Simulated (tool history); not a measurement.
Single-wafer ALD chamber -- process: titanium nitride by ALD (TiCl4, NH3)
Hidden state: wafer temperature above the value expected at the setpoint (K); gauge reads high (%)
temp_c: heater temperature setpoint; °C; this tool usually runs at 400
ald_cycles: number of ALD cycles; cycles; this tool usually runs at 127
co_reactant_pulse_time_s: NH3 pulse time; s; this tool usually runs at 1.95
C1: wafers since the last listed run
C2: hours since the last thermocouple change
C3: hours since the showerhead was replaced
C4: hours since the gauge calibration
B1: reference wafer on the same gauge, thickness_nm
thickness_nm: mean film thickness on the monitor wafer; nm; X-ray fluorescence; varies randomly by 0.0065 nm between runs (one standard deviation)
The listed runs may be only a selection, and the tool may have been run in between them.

run 1 hour=0 | temp_c=400 ald_cycles=127 co_reactant_pulse_time_s=1.95 | C1=0 C2=701.3 C3=1272.7 C4=560.9 | B1=3.045 | thickness_nm=2.612
run 2 hour=105 | temp_c=400 ald_cycles=127 co_reactant_pulse_time_s=1.95 | C1=138 C2=806.3 C3=1377.7 C4=665.9 | B1=3.049 | thickness_nm=2.616
run 3 hour=178.9 | temp_c=400 ald_cycles=127 co_reactant_pulse_time_s=1.95 | C1=97 C2=880.2 C3=1451.6 C4=739.8 | B1=3.051 | thickness_nm=2.617
run 4 hour=268.5 | temp_c=400 ald_cycles=127 co_reactant_pulse_time_s=1.95 | C1=117 C2=969.8 C3=1541.2 C4=829.4 | B1=3.047 | thickness_nm=2.615
run 5 hour=375.4 | temp_c=405 ald_cycles=127 co_reactant_pulse_time_s=1.68 | C1=140 C2=1076.7 C3=1648.1 C4=936.3 | B1=3.05 | thickness_nm=2.624
run 6 hour=477.1 | temp_c=405 ald_cycles=127 co_reactant_pulse_time_s=1.68 | C1=133 C2=1178.4 C3=1749.8 C4=1038 | B1=3.048 | thickness_nm=2.608
run 7 hour=526.4 | temp_c=400 ald_cycles=127 co_reactant_pulse_time_s=1.95 | C1=64 C2=1227.7 C3=1799.1 C4=1087.3 | B1=3.052 | thickness_nm=2.613
run 8 hour=614.3 | temp_c=400 ald_cycles=127 co_reactant_pulse_time_s=1.95 | C1=115 C2=1315.6 C3=1887 C4=1175.2 | B1=3.051 | thickness_nm=2.611
run 9 hour=878.4 | temp_c=400 ald_cycles=122 co_reactant_pulse_time_s=1.95 | C1=347 C2=1579.7 C3=2151.1 C4=1439.3 | B1=3.053 | thickness_nm=2.513
run 10 hour=930.9 | temp_c=400 ald_cycles=122 co_reactant_pulse_time_s=1.95 | C1=69 C2=1632.2 C3=2203.6 C4=1491.8 | B1=3.051 | thickness_nm=2.523
run 11 hour=1037.8 | temp_c=400 ald_cycles=127 co_reactant_pulse_time_s=1.95 | C1=140 C2=1739.1 C3=2310.5 C4=1598.7 | B1=3.049 | thickness_nm=2.612
run 12 hour=1140.3 | temp_c=400 ald_cycles=127 co_reactant_pulse_time_s=1.95 | C1=134 C2=1841.6 C3=2413 C4=1701.2 | B1=3.048 | thickness_nm=2.627
run 13 hour=1181.4 | temp_c=400 ald_cycles=127 co_reactant_pulse_time_s=1.95 | C1=54 C2=1882.7 C3=2454.1 C4=1742.3 | B1=3.049 | thickness_nm=2.635
run 14 hour=1274 | temp_c=400 ald_cycles=127 co_reactant_pulse_time_s=1.95 | C1=121 C2=1975.3 C3=2546.7 C4=1834.9 | B1=3.046 | thickness_nm=2.609
run 15 hour=1357.8 | temp_c=400 ald_cycles=127 co_reactant_pulse_time_s=1.95 | C1=110 C2=2059.1 C3=2630.5 C4=1918.7 | B1=3.051 | thickness_nm=2.604
run 16 hour=1409.2 | temp_c=400 ald_cycles=127 co_reactant_pulse_time_s=1.95 | C1=67 C2=2110.5 C3=2681.9 C4=1970.1 | B1=3.052 | thickness_nm=2.618
run 17 hour=1480 | temp_c=393 ald_cycles=127 co_reactant_pulse_time_s=1.95 | C1=93 C2=2181.3 C3=2752.7 C4=2040.9 | B1=3.048 | thickness_nm=2.611
run 18 hour=1568.5 | temp_c=400 ald_cycles=107 co_reactant_pulse_time_s=2.64 | C1=116 C2=2269.8 C3=2841.2 C4=2129.4 | B1=3.049 | thickness_nm=2.223
run 19 hour=1605.8 | temp_c=400 ald_cycles=127 co_reactant_pulse_time_s=1.95 | C1=49 C2=2307.1 C3=2878.5 C4=2166.7 | B1=3.051 | thickness_nm=2.629
-- hour=1622.9 showerhead replaced
run 20 hour=1712.8 | temp_c=406 ald_cycles=152 co_reactant_pulse_time_s=1.74 | C1=130 C2=2414.1 C3=89.9 C4=2273.7 | B1=3.048 | thickness_nm=3.136
run 21 hour=1776 | temp_c=393 ald_cycles=148 co_reactant_pulse_time_s=2.31 | C1=83 C2=2477.3 C3=153.1 C4=2336.9 | B1=3.053 | thickness_nm=3.043
run 22 hour=1869.7 | temp_c=388 ald_cycles=104 co_reactant_pulse_time_s=2.67 | C1=123 C2=2571 C3=246.8 C4=2430.6 | B1=3.046 | thickness_nm=2.142
-- hour=1897.5 gauge calibrated
run 23 hour=1924.9 | temp_c=389 ald_cycles=150 co_reactant_pulse_time_s=2.53 | C1=72 C2=2626.2 C3=302 C4=27.4 | B1=3.049 | thickness_nm=3.068
-- hour=1936.6 thermocouple changed; heater temperature recalibrated
run 24 hour=1973.8 | temp_c=406 ald_cycles=152 co_reactant_pulse_time_s=1.74 | C1=53 C2=37.2 C3=350.9 C4=76.3 | B1=3.051 | thickness_nm=3.138
run 25 hour=2042.3 | temp_c=389 ald_cycles=110 co_reactant_pulse_time_s=1.36 | C1=90 C2=105.7 C3=419.4 C4=144.8 | B1=3.05 | thickness_nm=2.215
run 26 hour=2095.7 | temp_c=400 ald_cycles=127 co_reactant_pulse_time_s=1.95 | C1=70 C2=159.1 C3=472.8 C4=198.2 | B1=3.051 | thickness_nm=2.61
run 27 hour=2163.8 | temp_c=400 ald_cycles=127 co_reactant_pulse_time_s=1.95 | C1=89 C2=227.2 C3=540.9 C4=266.3 | B1=3.046 | thickness_nm=2.623
run 28 hour=2261.3 | temp_c=400 ald_cycles=127 co_reactant_pulse_time_s=1.95 | C1=128 C2=324.7 C3=638.4 C4=363.8 | B1=3.046 | thickness_nm=2.623
run 29 hour=2361.4 | temp_c=400 ald_cycles=127 co_reactant_pulse_time_s=2.43 | C1=131 C2=424.8 C3=738.5 C4=463.9 | B1=3.048 | thickness_nm=2.641
run 30 hour=2415.9 | temp_c=393 ald_cycles=113 co_reactant_pulse_time_s=1.95 | C1=71 C2=479.3 C3=793 C4=518.4 | B1=3.051 | thickness_nm=2.323
run 31 hour=2455.8 | temp_c=413 ald_cycles=117 co_reactant_pulse_time_s=2.21 | C1=52 C2=519.2 C3=832.9 C4=558.3 | B1=3.05 | thickness_nm=2.435

Hidden condition of the tool, last listed run before each entry between runs versus first listed run after:
Logged between run 19 and run 20: showerhead replaced (hour 1622.9)
  no hidden state differs between the two runs
Logged between run 22 and run 23: gauge calibrated (hour 1897.5)
  no hidden state differs between the two runs
Logged between run 23 and run 24: thermocouple changed; heater temperature recalibrated (hour 1936.6)
  no hidden state differs between the two runs
